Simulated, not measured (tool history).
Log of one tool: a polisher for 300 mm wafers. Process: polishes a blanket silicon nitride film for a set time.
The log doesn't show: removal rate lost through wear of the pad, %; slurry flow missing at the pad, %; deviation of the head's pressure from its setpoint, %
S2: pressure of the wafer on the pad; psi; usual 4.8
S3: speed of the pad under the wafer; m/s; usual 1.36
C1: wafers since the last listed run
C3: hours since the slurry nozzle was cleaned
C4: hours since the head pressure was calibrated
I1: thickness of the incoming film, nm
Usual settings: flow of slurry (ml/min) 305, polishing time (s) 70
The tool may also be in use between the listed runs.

run 1 day=0 | flow_of_slurry_(ml/min)=305 S2=4.8 S3=1.36 polishing_time_(s)=70 | C1=0 wafers_polished_on_this_pad=529 C3=281.9 C4=952.2 | I1=608.6 | film_removed_(nm)=171.3
run 2 day=1.375 | flow_of_slurry_(ml/min)=305 S2=4.8 S3=1.36 polishing_time_(s)=70 | C1=229 wafers_polished_on_this_pad=758 C3=314.9 C4=985.2 | I1=599.5 | film_removed_(nm)=170.8
run 3 day=2.338 | flow_of_slurry_(ml/min)=305 S2=4.8 S3=1.6 polishing_time_(s)=70 | C1=160 wafers_polished_on_this_pad=918 C3=338 C4=1008.3 | I1=594.2 | film_removed_(nm)=190.1
-- day=2.812 worn pad replaced by a new one
run 4 day=3.233 | flow_of_slurry_(ml/min)=305 S2=4.8 S3=1.6 polishing_time_(s)=70 | C1=121 wafers_polished_on_this_pad=70 C3=359.5 C4=1029.8 | I1=599.7 | film_removed_(nm)=193.8
run 5 day=4.542 | flow_of_slurry_(ml/min)=305 S2=4.8 S3=1.6 polishing_time_(s)=70 | C1=218 wafers_polished_on_this_pad=288 C3=390.9 C4=1061.2 | I1=598.6 | film_removed_(nm)=192.8
run 6 day=5.712 | flow_of_slurry_(ml/min)=305 S2=4.8 S3=1.36 polishing_time_(s)=70 | C1=195 wafers_polished_on_this_pad=483 C3=419 C4=1089.3 | I1=603.7 | film_removed_(nm)=165.2
run 7 day=7.125 | flow_of_slurry_(ml/min)=305 S2=4.8 S3=1.36 polishing_time_(s)=70 | C1=235 wafers_polished_on_this_pad=718 C3=452.9 C4=1123.2 | I1=599.1 | film_removed_(nm)=168.1
-- day=8.154 worn pad replaced by a new one
run 8 day=8.175 | flow_of_slurry_(ml/min)=305 S2=4.8 S3=1.64 polishing_time_(s)=70 | C1=147 wafers_polished_on_this_pad=3 C3=478.1 C4=1148.4 | I1=600 | film_removed_(nm)=194
run 9 day=8.754 | flow_of_slurry_(ml/min)=305 S2=4.8 S3=1.64 polishing_time_(s)=70 | C1=96 wafers_polished_on_this_pad=100 C3=492 C4=1162.3 | I1=604.9 | film_removed_(nm)=193.8
-- day=9.262 slurry nozzle cleaned
run 10 day=10.167 | flow_of_slurry_(ml/min)=305 S2=4.8 S3=1.64 polishing_time_(s)=70 | C1=228 wafers_polished_on_this_pad=328 C3=21.7 C4=1196.2 | I1=601.7 | film_removed_(nm)=194.1
run 11 day=10.992 | flow_of_slurry_(ml/min)=305 S2=4.8 S3=1.36 polishing_time_(s)=70 | C1=137 wafers_polished_on_this_pad=466 C3=41.5 C4=1216 | I1=600.4 | film_removed_(nm)=167
run 12 day=12.792 | flow_of_slurry_(ml/min)=305 S2=4.5 S3=1.36 polishing_time_(s)=70 | C1=300 wafers_polished_on_this_pad=766 C3=84.7 C4=1259.2 | I1=587.4 | film_removed_(nm)=157.1
-- day=13.725 worn pad replaced by a new one
run 13 day=13.746 | flow_of_slurry_(ml/min)=305 S2=4.8 S3=1.6 polishing_time_(s)=70 | C1=131 wafers_polished_on_this_pad=3 C3=107.6 C4=1282.1 | I1=598.1 | film_removed_(nm)=188.5
run 14 day=14.938 | flow_of_slurry_(ml/min)=305 S2=4.8 S3=1.36 polishing_time_(s)=70 | C1=198 wafers_polished_on_this_pad=201 C3=136.2 C4=1310.7 | I1=604.4 | film_removed_(nm)=162.8
run 15 day=15.846 | flow_of_slurry_(ml/min)=215 S2=4.8 S3=1.6 polishing_time_(s)=70 | C1=151 wafers_polished_on_this_pad=353 C3=158 C4=1332.5 | I1=610.3 | film_removed_(nm)=182.7
run 16 day=16.662 | flow_of_slurry_(ml/min)=340 S2=4.8 S3=1.6 polishing_time_(s)=78 | C1=136 wafers_polished_on_this_pad=489 C3=177.6 C4=1352.1 | I1=594.5 | film_removed_(nm)=210
run 17 day=18.05 | flow_of_slurry_(ml/min)=375 S2=4.8 S3=1.36 polishing_time_(s)=82 | C1=231 wafers_polished_on_this_pad=720 C3=210.9 C4=1385.4 | I1=600.7 | film_removed_(nm)=193.1
run 18 day=19.167 | flow_of_slurry_(ml/min)=305 S2=4.8 S3=1.36 polishing_time_(s)=70 | C1=186 wafers_polished_on_this_pad=906 C3=237.7 C4=1412.2 | I1=595.2 | film_removed_(nm)=162.2
-- day=19.683 head pressure recalibrated
-- day=19.688 worn pad replaced by a new one, of another model than before
run 19 day=20.596 | flow_of_slurry_(ml/min)=330 S2=3.5 S3=0.92 polishing_time_(s)=70 | C1=223 wafers_polished_on_this_pad=151 C3=272 C4=21.9 | I1=596.8 | film_removed_(nm)=118.7
run 20 day=22.017 | flow_of_slurry_(ml/min)=395 S2=6 S3=1.06 polishing_time_(s)=58 | C1=236 wafers_polished_on_this_pad=388 C3=306.1 C4=56 | I1=597.4 | film_removed_(nm)=161.7
run 21 day=22.767 | flow_of_slurry_(ml/min)=240 S2=4.8 S3=1.36 polishing_time_(s)=70 | C1=125 wafers_polished_on_this_pad=513 C3=324.1 C4=74 | I1=590 | film_removed_(nm)=178.2
run 22 day=24.008 | flow_of_slurry_(ml/min)=305 S2=4.8 S3=1.52 polishing_time_(s)=70 | C1=206 wafers_polished_on_this_pad=720 C3=353.9 C4=103.8 | I1=603.1 | film_removed_(nm)=199.6
-- day=24.338 worn pad replaced by a new one
run 23 day=25.246 | flow_of_slurry_(ml/min)=305 S2=4.8 S3=1.56 polishing_time_(s)=70 | C1=178 wafers_polished_on_this_pad=151 C3=383.6 C4=133.5 | I1=603.1 | film_removed_(nm)=201.1
run 24 day=26.742 | flow_of_slurry_(ml/min)=305 S2=3.7 S3=1.66 polishing_time_(s)=85 | C1=249 wafers_polished_on_this_pad=400 C3=419.5 C4=169.4 | I1=598.9 | film_removed_(nm)=212.7

Hidden state or all else? Some run-to-run changes of film removed (nm), split into what the settings, what came in and random variation would give without the hidden state, and what is left for the hidden state (with any gauge scatter that isn't in both results):
Run 12 -> 13: S2 4.5 -> 4.8, S3 1.36 -> 1.6, worn pad replaced by a new one. film removed (nm) +31.4: hidden state -3.9, all else +35.3.
Run 18 -> 19: flow of slurry (ml/min) 305 -> 330, S2 4.8 -> 3.5, S3 1.36 -> 0.92, head pressure recalibrated, worn pad replaced by a new one, of another model than before. film removed (nm) -43.5: hidden state +21.7, all else -65.2.
Run 19 -> 20: flow of slurry (ml/min) 330 -> 395, S2 3.5 -> 6, S3 0.92 -> 1.06, polishing time (s) 70 -> 58. film removed (nm) +43: hidden state +0.1, all else +42.9.

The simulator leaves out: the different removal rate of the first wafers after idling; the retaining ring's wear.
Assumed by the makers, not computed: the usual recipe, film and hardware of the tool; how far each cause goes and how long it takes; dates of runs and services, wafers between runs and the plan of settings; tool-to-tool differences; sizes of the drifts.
